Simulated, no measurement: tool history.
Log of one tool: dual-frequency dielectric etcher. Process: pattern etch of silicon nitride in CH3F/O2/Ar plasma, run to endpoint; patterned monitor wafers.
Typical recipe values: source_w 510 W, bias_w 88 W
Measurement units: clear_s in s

| run | hour | source_w | bias_w | wafers since the last listed run | hours since the last wet clean | hours since the last source power generator calibration | hours since the last bias power generator calibration | hours since the last upper electrode change | incoming incoming film thickness, nm | clear_s |
|---|---|---|---|---|---|---|---|---|---|---|
| 1 | 0 | 510 | 97 | 0 | 516 | 2216.6 | 2089.1 | 3417 | 43.5 | 49.8 |
|  | 12.6 | wet clean of the chamber |
| 2 | 48.7 | 450 | 82 | 433 | 36.1 | 2265.3 | 2137.8 | 3465.7 | 43.53 | 58.6 |
| 3 | 100.4 | 510 | 88 | 620 | 87.8 | 2317 | 2189.5 | 3517.4 | 43.43 | 52.3 |
| 4 | 192 | 510 | 88 | 1099 | 179.4 | 2408.6 | 2281.1 | 3609 | 43.13 | 51.1 |
| 5 | 280.6 | 580 | 77 | 1063 | 268 | 2497.2 | 2369.7 | 3697.6 | 43.66 | 50.5 |
| 6 | 324.5 | 580 | 77 | 526 | 311.9 | 2541.1 | 2413.6 | 3741.5 | 43.7 | 50.5 |
| 7 | 430.5 | 580 | 77 | 1272 | 417.9 | 2647.1 | 2519.6 | 3847.5 | 43.45 | 49.7 |
| 8 | 500.8 | 510 | 72 | 843 | 488.2 | 2717.4 | 2589.9 | 3917.8 | 43.39 | 55.7 |
|  | 544 | wet clean of the chamber |
| 9 | 587.3 | 510 | 72 | 750 | 43.3 | 2803.9 | 2676.4 | 4004.3 | 43.46 | 53.2 |
|  | 602.9 | bias power generator calibrated |
| 10 | 636.1 | 510 | 81 | 537 | 92.1 | 2852.7 | 33.2 | 4053.1 | 42.83 | 50.3 |
|  | 754.8 | wet clean of the chamber, repeated, since the last time left the tool worse |
| 11 | 865.6 | 410 | 99 | 2466 | 110.8 | 3082.2 | 262.7 | 4282.6 | 44.12 | 59.2 |
| 12 | 924 | 630 | 94 | 700 | 169.2 | 3140.6 | 321.1 | 4341 | 43.27 | 45.2 |
| 13 | 1001.2 | 610 | 70 | 926 | 246.4 | 3217.8 | 398.3 | 4418.2 | 43.28 | 51.7 |
| 14 | 1094.7 | 450 | 82 | 1122 | 339.9 | 3311.3 | 491.8 | 4511.7 | 43.74 | 57.8 |
|  | 1147.1 | upper electrode replaced |
| 15 | 1181.2 | 450 | 108 | 750 | 426.4 | 3397.8 | 578.3 | 34.1 | 43.71 | 51.9 |
|  | 1259.3 | wet clean of the chamber |
|  | 1263.9 | source power generator calibrated |
| 16 | 1266.8 | 470 | 66 | 691 | 7.5 | 2.9 | 663.9 | 119.7 | 43.37 | 61.2 |
| 17 | 1331.3 | 510 | 96 | 774 | 72 | 67.4 | 728.4 | 184.2 | 43.32 | 50.4 |
| 18 | 1386.9 | 510 | 72 | 667 | 127.6 | 123 | 784 | 239.8 | 43.58 | 57.1 |
| 19 | 1472.6 | 510 | 76 | 1028 | 213.3 | 208.7 | 869.7 | 325.5 | 43.27 | 54.5 |
| 20 | 1516.8 | 550 | 79 | 530 | 257.5 | 252.9 | 913.9 | 369.7 | 43.54 | 52.1 |
| 21 | 1605.3 | 590 | 71 | 1062 | 346 | 341.4 | 1002.4 | 458.2 | 42.95 | 50.2 |

Consider 3 possible next runs. They are alternatives, not a sequence: every one starts from the tool as it was left by run 21. What does each give?
| A | 1605.7 | 440 | 88 | 4 | 346.4 | 341.8 | 1002.8 | 458.6 | 43.36 | ? |
| B | 1605.7 | 630 | 74 | 4 | 346.4 | 341.8 | 1002.8 | 458.6 | 43.36 | ? |
| C | 1605.7 | 510 | 103 | 4 | 346.4 | 341.8 | 1002.8 | 458.6 | 43.36 | ? |

| run | clear_s |
|---|---|
| A | 55.9 |
| B | 48 |
| C | 48 |
The same runs, with their run-to-run variation unchanged, on a tool lacking any hidden condition would have given:
| run | clear_s |
|---|---|
| A | 57.1 |
| B | 49.1 |
| C | 49 |
